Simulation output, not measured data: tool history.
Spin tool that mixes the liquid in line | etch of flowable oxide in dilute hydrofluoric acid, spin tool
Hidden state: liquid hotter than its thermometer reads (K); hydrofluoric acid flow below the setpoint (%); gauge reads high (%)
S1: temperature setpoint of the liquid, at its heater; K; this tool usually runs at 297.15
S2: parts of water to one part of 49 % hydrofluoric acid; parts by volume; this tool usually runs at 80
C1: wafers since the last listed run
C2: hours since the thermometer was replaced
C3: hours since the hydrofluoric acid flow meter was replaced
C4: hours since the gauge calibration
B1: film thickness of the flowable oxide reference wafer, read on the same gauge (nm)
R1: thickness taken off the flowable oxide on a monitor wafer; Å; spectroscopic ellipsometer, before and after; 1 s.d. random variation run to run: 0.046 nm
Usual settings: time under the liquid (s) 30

run 1 day=0.000 | S1=297.15 S2=80 time_under_the_liquid_(s)=30 | C1=0 C2=2089.9 C3=1278.9 C4=446.8 | B1=100.02 | R1=141.8
run 2 day=0.675 | S1=294.15 S2=80 time_under_the_liquid_(s)=30 | C1=223 C2=2106.1 C3=1295.1 C4=463.0 | B1=99.96 | R1=125.4
run 3 day=1.946 | S1=297.15 S2=80 time_under_the_liquid_(s)=35 | C1=420 C2=2136.6 C3=1325.6 C4=493.5 | B1=100.00 | R1=166.1
run 4 day=2.533 | S1=297.15 S2=80 time_under_the_liquid_(s)=35 | C1=194 C2=2150.7 C3=1339.7 C4=507.6 | B1=99.97 | R1=165.4
run 5 day=3.600 | S1=297.15 S2=80 time_under_the_liquid_(s)=35 | C1=353 C2=2176.3 C3=1365.3 C4=533.2 | B1=100.01 | R1=165.8
run 6 day=4.958 | S1=297.15 S2=110 time_under_the_liquid_(s)=30 | C1=449 C2=2208.9 C3=1397.9 C4=565.8 | B1=100.00 | R1=99.2
run 7 day=5.529 | S1=297.15 S2=110 time_under_the_liquid_(s)=30 | C1=188 C2=2222.6 C3=1411.6 C4=579.5 | B1=100.00 | R1=99.7
run 8 day=6.833 | S1=297.15 S2=80 time_under_the_liquid_(s)=30 | C1=431 C2=2253.9 C3=1442.9 C4=610.8 | B1=99.99 | R1=142.0
run 9 day=7.679 | S1=297.15 S2=80 time_under_the_liquid_(s)=30 | C1=279 C2=2274.2 C3=1463.2 C4=631.1 | B1=99.99 | R1=141.7
run 10 day=8.717 | S1=297.15 S2=80 time_under_the_liquid_(s)=30 | C1=343 C2=2299.1 C3=1488.1 C4=656.0 | B1=100.02 | R1=142.5
run 11 day=9.250 | S1=297.15 S2=80 time_under_the_liquid_(s)=30 | C1=176 C2=2311.9 C3=1500.9 C4=668.8 | B1=100.01 | R1=141.7
run 12 day=10.225 | S1=297.15 S2=80 time_under_the_liquid_(s)=30 | C1=322 C2=2335.3 C3=1524.3 C4=692.2 | B1=100.01 | R1=141.6
run 13 day=11.221 | S1=297.15 S2=80 time_under_the_liquid_(s)=30 | C1=329 C2=2359.2 C3=1548.2 C4=716.1 | B1=99.98 | R1=142.5
-- day=11.358 gauge calibrated
run 14 day=11.992 | S1=297.15 S2=55 time_under_the_liquid_(s)=30 | C1=255 C2=2377.7 C3=1566.7 C4=15.2 | B1=100.01 | R1=213.7
run 15 day=12.588 | S1=297.15 S2=80 time_under_the_liquid_(s)=30 | C1=197 C2=2392.0 C3=1581.0 C4=29.5 | B1=100.00 | R1=141.6
run 16 day=13.700 | S1=295.15 S2=50 time_under_the_liquid_(s)=45 | C1=368 C2=2418.7 C3=1607.7 C4=56.2 | B1=100.01 | R1=327.3
run 17 day=14.833 | S1=297.15 S2=80 time_under_the_liquid_(s)=30 | C1=375 C2=2445.9 C3=1634.9 C4=83.4 | B1=100.00 | R1=141.6
run 18 day=15.438 | S1=297.15 S2=80 time_under_the_liquid_(s)=30 | C1=199 C2=2460.4 C3=1649.4 C4=97.9 | B1=99.98 | R1=141.9
run 19 day=16.204 | S1=293.65 S2=50 time_under_the_liquid_(s)=30 | C1=253 C2=2478.8 C3=1667.8 C4=116.3 | B1=100.00 | R1=203.6
-- day=16.525 hydrofluoric acid flow meter replaced
run 20 day=17.258 | S1=293.15 S2=100 time_under_the_liquid_(s)=15 | C1=335 C2=2504.1 C3=17.6 C4=141.6 | B1=100.03 | R1=47.1
run 21 day=18.367 | S1=297.15 S2=115 time_under_the_liquid_(s)=15 | C1=366 C2=2530.7 C3=44.2 C4=168.2 | B1=100.01 | R1=47.1
run 22 day=19.783 | S1=294.15 S2=115 time_under_the_liquid_(s)=20 | C1=468 C2=2564.7 C3=78.2 C4=202.2 | B1=99.97 | R1=56.1
run 23 day=20.317 | S1=297.15 S2=60 time_under_the_liquid_(s)=25 | C1=176 C2=2577.5 C3=91.0 C4=215.0 | B1=100.00 | R1=162.0
-- day=21.679 thermometer replaced
run 24 day=21.700 | S1=297.15 S2=80 time_under_the_liquid_(s)=30 | C1=444 C2=0.5 C3=124.2 C4=248.2 | B1=100.03 | R1=140.8
run 25 day=22.650 | S1=294.65 S2=80 time_under_the_liquid_(s)=20 | C1=314 C2=23.3 C3=147.0 C4=271.0 | B1=100.00 | R1=85.5
run 26 day=24.012 | S1=297.15 S2=80 time_under_the_liquid_(s)=30 | C1=451 C2=56.0 C3=179.7 C4=303.7 | B1=100.01 | R1=142.3

What does the tool deliver on the next run?
run 27 day=27.912 | S1=302.15 S2=60 time_under_the_liquid_(s)=20 | C1=1290 C2=149.6 C3=273.3 C4=397.3 | B1=? | R1=?

{"run 27": {"B1": 99.98, "R1": 158.0}}
On a tool with no hidden condition, and with the same random variation, this run would have come out at R1 158.0 Å.
